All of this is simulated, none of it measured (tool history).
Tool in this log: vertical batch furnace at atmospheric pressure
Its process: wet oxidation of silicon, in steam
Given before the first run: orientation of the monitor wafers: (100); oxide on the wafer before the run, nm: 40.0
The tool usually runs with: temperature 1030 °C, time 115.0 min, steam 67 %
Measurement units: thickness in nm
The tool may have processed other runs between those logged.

run	hour	temperature	time	steam	read-back reference wafer on the same gauge, thickness	thickness
1	0.0	1030	88.5	67	754.07	588.57
# hour 1.9: gauge calibrated
2	8.4	1030	88.5	67	754.04	588.60
3	20.5	1030	88.5	67	753.92	585.93
4	28.9	1030	115.0	67	754.20	689.97
5	51.0	1030	115.0	57	753.96	624.05
6	73.1	1030	115.0	57	753.82	624.70
# hour 102.3: steam generator serviced
7	102.8	1030	115.0	67	754.00	724.05
8	108.5	1046	67.0	63	753.85	548.71
# hour 138.8: thermocouples replaced and temperature profile calibrated
9	139.3	1015	81.5	58	753.99	492.01
10	145.0	1046	142.0	67	754.07	881.53
11	154.9	1030	115.0	67	753.85	721.92
12	163.4	1011	139.5	63	753.85	705.54
# hour 173.5: gauge calibrated
13	184.5	1045	61.5	67	753.94	536.82
14	201.6	1030	115.0	67	753.99	720.77
15	224.9	1037	67.0	59	753.83	499.21

Branching from run 15: 3 alternative next runs. What would each branch give?
A	230.7	1030	91.0	67	?	?
B	230.7	1030	154.0	79	?	?
C	230.7	1030	147.5	67	?	?

run	read-back reference wafer on the same gauge, thickness	thickness
A	753.85	625.70
B	753.85	943.38
C	753.85	835.18
The same runs, with their run-to-run variation unchanged, on a tool lacking any hidden condition would have given:
run	thickness
A	634.87
B	956.65
C	847.07
